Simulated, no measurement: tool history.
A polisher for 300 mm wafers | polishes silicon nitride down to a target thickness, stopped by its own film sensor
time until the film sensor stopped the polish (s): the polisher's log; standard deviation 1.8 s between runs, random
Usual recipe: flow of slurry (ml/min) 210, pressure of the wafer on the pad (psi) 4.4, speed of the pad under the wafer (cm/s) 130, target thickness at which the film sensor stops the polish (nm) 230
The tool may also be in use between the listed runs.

run   hour  flow of slurry (ml/min)  pressure of the wafer on the pad (psi)  speed of the pad under the wafer (cm/s)  target thickness at which the film sensor stops the polish (nm)  wafers since the last listed run  wafers polished on this pad  hours since the slurry nozzle was cleaned  hours since the head pressure was calibrated  incoming thickness of the incoming film, nm  time until the film sensor stopped the polish (s)
  1    0.0                      210                                     4.4                                      130                                                              175                                 0                           74                                      277.0                                         795.6                                        509.3                                              160.9
       7.2  -- slurry nozzle cleaned
  2   32.6                      210                                     3.5                                      130                                                              230                               161                          236                                       25.4                                         828.2                                        505.1                                              159.8
  3   49.1                      210                                     3.5                                      130                                                              230                                84                          321                                       41.9                                         844.7                                        514.1                                              166.0
  4  145.1                      210                                     4.4                                      130                                                              230                               491                          812                                      137.9                                         940.7                                        516.1                                              133.6
  5  159.3                      210                                     4.4                                      130                                                              230                                72                          885                                      152.1                                         954.9                                        509.0                                              130.9
     193.7  -- worn pad replaced by a new one
  6  194.2                      210                                     4.4                                      130                                                              181                               158                            2                                      187.0                                         989.8                                        515.3                                              158.3
  7  215.7                      210                                     4.4                                      130                                                              230                               110                          112                                      208.5                                        1011.3                                        509.3                                              129.5
  8  249.6                      210                                     4.4                                      130                                                              230                               173                          286                                      242.4                                        1045.2                                        511.4                                              134.8
  9  272.4                      210                                     4.4                                      130                                                              230                               116                          402                                      265.2                                        1068.0                                        507.1                                              128.3
 10  302.1                      210                                     4.4                                      114                                                              230                               152                          555                                      294.9                                        1097.7                                        511.6                                              148.1
 11  316.9                      210                                     4.4                                      130                                                              256                                75                          630                                      309.7                                        1112.5                                        503.7                                              117.6
     327.7  -- slurry nozzle cleaned
 12  348.1                      210                                     4.4                                      130                                                              256                               154                          785                                       20.4                                        1143.7                                        506.9                                              114.0
     352.7  -- head pressure recalibrated
 13  364.8                      210                                     4.4                                      130                                                              256                                75                          860                                       37.1                                          12.1                                        505.8                                              114.5
     380.2  -- worn pad replaced by a new one
 14  399.8                      210                                     4.4                                      130                                                              230                               158                          100                                       72.1                                          47.1                                        512.0                                              126.5
 15  428.4                      210                                     4.4                                      130                                                              230                               146                          246                                      100.7                                          75.7                                        509.0                                              127.3
 16  448.1                      210                                     4.4                                      108                                                              230                               100                          347                                      120.4                                          95.4                                        520.9                                              150.5
 17  463.9                      210                                     4.4                                      108                                                              230                                80                          428                                      136.2                                         111.2                                        510.0                                              149.7
 18  480.2                      210                                     4.4                                      130                                                              175                                83                          511                                      152.5                                         127.5                                        515.7                                              159.9
 19  496.2                      265                                     4.4                                      130                                                              230                                81                          593                                      168.5                                         143.5                                        510.8                                              125.4
 20  528.5                      210                                     4.4                                      130                                                              230                               165                          759                                      200.8                                         175.8                                        513.0                                              131.3
     542.1  -- worn pad replaced by a new one
 21  544.4                      265                                     4.4                                      130                                                              230                                60                           11                                      216.7                                         191.7                                        512.1                                              128.0
 22  563.5                      245                                     5.0                                      112                                                              282                                97                          109                                      235.8                                         210.8                                        507.5                                              101.6
 23  586.9                      255                                     4.4                                      130                                                              264                               119                          229                                      259.2                                         234.2                                        511.5                                              115.9
 24  619.5                      235                                     3.2                                      130                                                              230                               166                          396                                      291.8                                         266.8                                        510.1                                              177.4
     649.8  -- slurry nozzle cleaned
 25  696.4                      160                                     4.4                                      114                                                              230                               388                          784                                       46.6                                         343.7                                        510.0                                              147.0
     709.3  -- worn pad replaced by a new one
 26  726.1                      185                                     4.4                                      142                                                              230                               131                           85                                       76.3                                         373.4                                        501.4                                              115.9
 27  739.4                      210                                     4.4                                      130                                                              199                                68                          154                                       89.6                                         386.7                                        509.2                                              141.6
 28  774.4                      210                                     4.4                                      130                                                              230                               179                          333                                      124.6                                         421.7                                        510.2                                              130.1
 29  806.7                      210                                     4.4                                      130                                                              309                               165                          498                                      156.9                                         454.0                                        512.7                                               96.0
 30  823.1                      150                                     4.0                                      162                                                              230                                83                          582                                      173.3                                         470.4                                        507.8                                              123.1
 31  843.0                      210                                     4.4                                      130                                                              230                               101                          684                                      193.2                                         490.3                                        510.7                                              130.7
 32  861.0                      210                                     4.4                                      130                                                              230                                92                          776                                      211.2                                         508.3                                        500.4                                              124.1
 33  880.4                      210                                     4.4                                      130                                                              230                                99                          876                                      230.6                                         527.7                                        502.9                                              128.1
 34  895.4                      265                                     3.4                                      148                                                              195                                76                          953                                      245.6                                         542.7                                        507.8                                              164.7
     911.3  -- worn pad replaced by a new one
 35  920.4                      145                                     4.4                                      130                                                              184                               107                           46                                      270.6                                         567.7                                        510.3                                              164.2

What was the tool's hidden state at every run in the log?
removal rate lost through wear of the pad, %: 0 across all the runs
deviation of the head's pressure from its setpoint, %: 0 across all the runs
H1: slurry flow missing at the pad, %
run    H1
  1  41.4
  2  15.4
  3  20.2
  4  37.1
  5  38.5
  6  41.3
  7  42.6
  8  44.2
  9  45.1
 10  45.9
 11  46.3
 12  9.16
 13  14.2
 14  22.6
 15  27.6
 16  30.4
 17  32.2
 18  33.9
 19  35.3
 20  37.6
 21  38.4
 22  39.3
 23  40.2
 24  41.2
 25  15.6
 26  22.2
 27  24.6
 28  29.7
 29  33.1
 30  34.5
 31  35.9
 32    37
 33  37.9
 34  38.6
 35  39.4
